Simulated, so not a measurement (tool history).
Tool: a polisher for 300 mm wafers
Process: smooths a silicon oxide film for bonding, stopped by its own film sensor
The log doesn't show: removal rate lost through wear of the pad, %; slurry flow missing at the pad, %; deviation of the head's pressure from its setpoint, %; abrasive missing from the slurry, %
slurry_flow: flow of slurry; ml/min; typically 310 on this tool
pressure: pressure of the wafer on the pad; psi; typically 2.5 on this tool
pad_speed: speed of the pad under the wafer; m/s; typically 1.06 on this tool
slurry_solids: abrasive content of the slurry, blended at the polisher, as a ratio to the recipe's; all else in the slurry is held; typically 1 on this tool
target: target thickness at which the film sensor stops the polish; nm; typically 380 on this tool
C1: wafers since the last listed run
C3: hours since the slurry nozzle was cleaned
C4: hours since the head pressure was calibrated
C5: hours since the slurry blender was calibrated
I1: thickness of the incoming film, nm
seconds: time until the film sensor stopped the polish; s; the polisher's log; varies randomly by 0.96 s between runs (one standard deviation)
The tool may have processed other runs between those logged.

run 1 hour=0 | slurry_flow=310 pressure=2.5 pad_speed=1.06 slurry_solids=1 target=380 | C1=0 wafers_polished_on_this_pad=1883 C3=198.7 C4=206.4 C5=414 | I1=469.7 | seconds=110.3
-- hour=20.6 slurry blender recalibrated
-- hour=30.9 worn pad replaced by a new one
run 2 hour=93.7 | slurry_flow=310 pressure=2.5 pad_speed=1.06 slurry_solids=1 target=380 | C1=853 wafers_polished_on_this_pad=611 C3=292.4 C4=300.1 C5=73.1 | I1=464.6 | seconds=102.9
-- hour=141.1 head pressure recalibrated
-- hour=169.9 slurry nozzle cleaned
run 3 hour=189.1 | slurry_flow=310 pressure=2.5 pad_speed=1.06 slurry_solids=1 target=380 | C1=899 wafers_polished_on_this_pad=1511 C3=19.2 C4=48 C5=168.5 | I1=478.3 | seconds=115.4
-- hour=238.3 worn pad replaced by a new one
run 4 hour=244 | slurry_flow=310 pressure=2.5 pad_speed=1.06 slurry_solids=1 target=398 | C1=495 wafers_polished_on_this_pad=55 C3=74.1 C4=102.9 C5=223.4 | I1=464.7 | seconds=81.3
run 5 hour=304.9 | slurry_flow=310 pressure=2.5 pad_speed=1.06 slurry_solids=1 target=398 | C1=592 wafers_polished_on_this_pad=648 C3=135 C4=163.8 C5=284.3 | I1=462.5 | seconds=80.2
run 6 hour=406.6 | slurry_flow=310 pressure=2.5 pad_speed=1.06 slurry_solids=1 target=380 | C1=990 wafers_polished_on_this_pad=1638 C3=236.7 C4=265.5 C5=386 | I1=462.4 | seconds=101.9
-- hour=452.2 slurry blender recalibrated
-- hour=463.1 worn pad replaced by a new one
-- hour=493 slurry nozzle cleaned
run 7 hour=493.6 | slurry_flow=310 pressure=2.5 pad_speed=1.06 slurry_solids=1 target=380 | C1=778 wafers_polished_on_this_pad=287 C3=0.6 C4=352.5 C5=41.4 | I1=468.3 | seconds=112.9
-- hour=530.5 head pressure recalibrated
run 8 hour=570.9 | slurry_flow=310 pressure=3.1 pad_speed=1.06 slurry_solids=1 target=380 | C1=733 wafers_polished_on_this_pad=1020 C3=77.9 C4=40.4 C5=118.7 | I1=474.4 | seconds=88.9
-- hour=673.2 worn pad replaced by a new one
run 9 hour=673.7 | slurry_flow=310 pressure=2.5 pad_speed=1.06 slurry_solids=1 target=380 | C1=961 wafers_polished_on_this_pad=4 C3=180.7 C4=143.2 C5=221.5 | I1=472.2 | seconds=110.8
run 10 hour=761.1 | slurry_flow=310 pressure=2.5 pad_speed=1.06 slurry_solids=1 target=380 | C1=850 wafers_polished_on_this_pad=855 C3=268.1 C4=230.6 C5=308.9 | I1=468 | seconds=111.1
run 11 hour=807.9 | slurry_flow=280 pressure=2.5 pad_speed=1.06 slurry_solids=1 target=380 | C1=455 wafers_polished_on_this_pad=1311 C3=314.9 C4=277.4 C5=355.7 | I1=469.1 | seconds=114.3
-- hour=814.7 slurry nozzle cleaned
run 12 hour=881.7 | slurry_flow=410 pressure=2.9 pad_speed=1.06 slurry_solids=1 target=380 | C1=708 wafers_polished_on_this_pad=2020 C3=67 C4=351.2 C5=429.5 | I1=466.6 | seconds=92.5
-- hour=884.8 head pressure recalibrated
-- hour=890.2 worn pad replaced by a new one
run 13 hour=954.2 | slurry_flow=310 pressure=2.5 pad_speed=1.06 slurry_solids=1 target=365 | C1=647 wafers_polished_on_this_pad=623 C3=139.5 C4=69.4 C5=502 | I1=459.6 | seconds=109.9
-- hour=969.1 slurry blender recalibrated
run 14 hour=1020.1 | slurry_flow=220 pressure=2.5 pad_speed=1.06 slurry_solids=1 target=380 | C1=622 wafers_polished_on_this_pad=1245 C3=205.4 C4=135.3 C5=51 | I1=469.9 | seconds=113.6
run 15 hour=1093.2 | slurry_flow=310 pressure=3.2 pad_speed=1.06 slurry_solids=1 target=380 | C1=711 wafers_polished_on_this_pad=1957 C3=278.5 C4=208.4 C5=124.1 | I1=465.1 | seconds=81.4
run 16 hour=1140.2 | slurry_flow=340 pressure=2.5 pad_speed=1.06 slurry_solids=1 target=404 | C1=457 wafers_polished_on_this_pad=2414 C3=325.5 C4=255.4 C5=171.1 | I1=474.4 | seconds=89.2

For each run, what was the tool's unlogged condition?
removal rate lost through wear of the pad, %: 0, the same for each run
slurry flow missing at the pad, %: 0, the same for each run
abrasive missing from the slurry, %: 0, the same for each run
H1: deviation of the head's pressure from its setpoint, %
run=1 H1=-8.38
run=2 H1=-9.5
run=3 H1=-4.05
run=4 H1=-6.8
run=5 H1=-8.7
run=6 H1=-10.4
run=7 H1=-11
run=8 H1=-4.04
run=9 H1=-8.63
run=10 H1=-10.4
run=11 H1=-11
run=12 H1=-11.5
run=13 H1=-5.79
run=14 H1=-8.44
run=15 H1=-10.1
run=16 H1=-10.8
